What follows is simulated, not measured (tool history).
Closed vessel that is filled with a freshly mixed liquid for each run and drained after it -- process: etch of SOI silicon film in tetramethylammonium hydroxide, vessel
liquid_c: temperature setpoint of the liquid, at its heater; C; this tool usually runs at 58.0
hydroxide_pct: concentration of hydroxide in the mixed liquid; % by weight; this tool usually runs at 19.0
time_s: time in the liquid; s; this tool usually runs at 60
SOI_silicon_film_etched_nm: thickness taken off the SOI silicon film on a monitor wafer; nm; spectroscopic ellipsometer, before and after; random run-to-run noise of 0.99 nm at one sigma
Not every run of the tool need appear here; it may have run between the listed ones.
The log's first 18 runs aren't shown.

run	hour	liquid_c	hydroxide_pct	time_s	read-back film thickness of the SOI silicon film reference wafer, read on the same gauge (nm)	SOI_silicon_film_etched_nm
19	1226.5	61.5	22.5	60	109.99	184.12
20	1293.9	52.0	14.5	45	109.99	92.31
# hour 1305.5: thermometer replaced
21	1332.5	51.0	19.0	75	109.98	120.08
22	1378.0	58.0	15.5	60	109.99	164.04
23	1474.3	58.0	20.5	90	110.00	220.78
24	1522.1	65.0	23.5	60	109.98	212.12
25	1581.7	54.0	15.0	60	110.01	128.97
26	1681.7	51.0	19.0	75	110.00	120.88
27	1757.9	58.0	19.0	60	109.99	152.99
28	1798.1	58.0	19.0	60	110.02	155.11
29	1877.6	58.0	14.5	30	110.01	86.81
30	1949.1	58.0	19.0	60	109.99	155.92
31	2059.0	52.5	15.0	75	110.01	153.05
32	2124.2	65.0	19.0	75	110.00	302.32
33	2164.0	58.0	19.0	50	110.00	130.65
34	2250.9	62.0	14.5	60	110.01	228.25

What if the next run were any one of these 4? Each begins from the tool's condition after run 34:
A	2251.6	58.0	19.0	60	?	?
B	2251.6	60.0	21.5	60	?	?
C	2251.6	54.5	20.5	60	?	?
D	2251.6	52.5	21.0	60	?	?

run	read-back film thickness of the SOI silicon film reference wafer, read on the same gauge (nm)	SOI_silicon_film_etched_nm
A	110.00	158.13
B	110.00	170.57
C	110.00	122.74
D	110.00	106.69
Without the tool's unlogged condition, the same runs would have read:
run	SOI_silicon_film_etched_nm
A	145.24
B	155.31
C	112.02
D	97.14
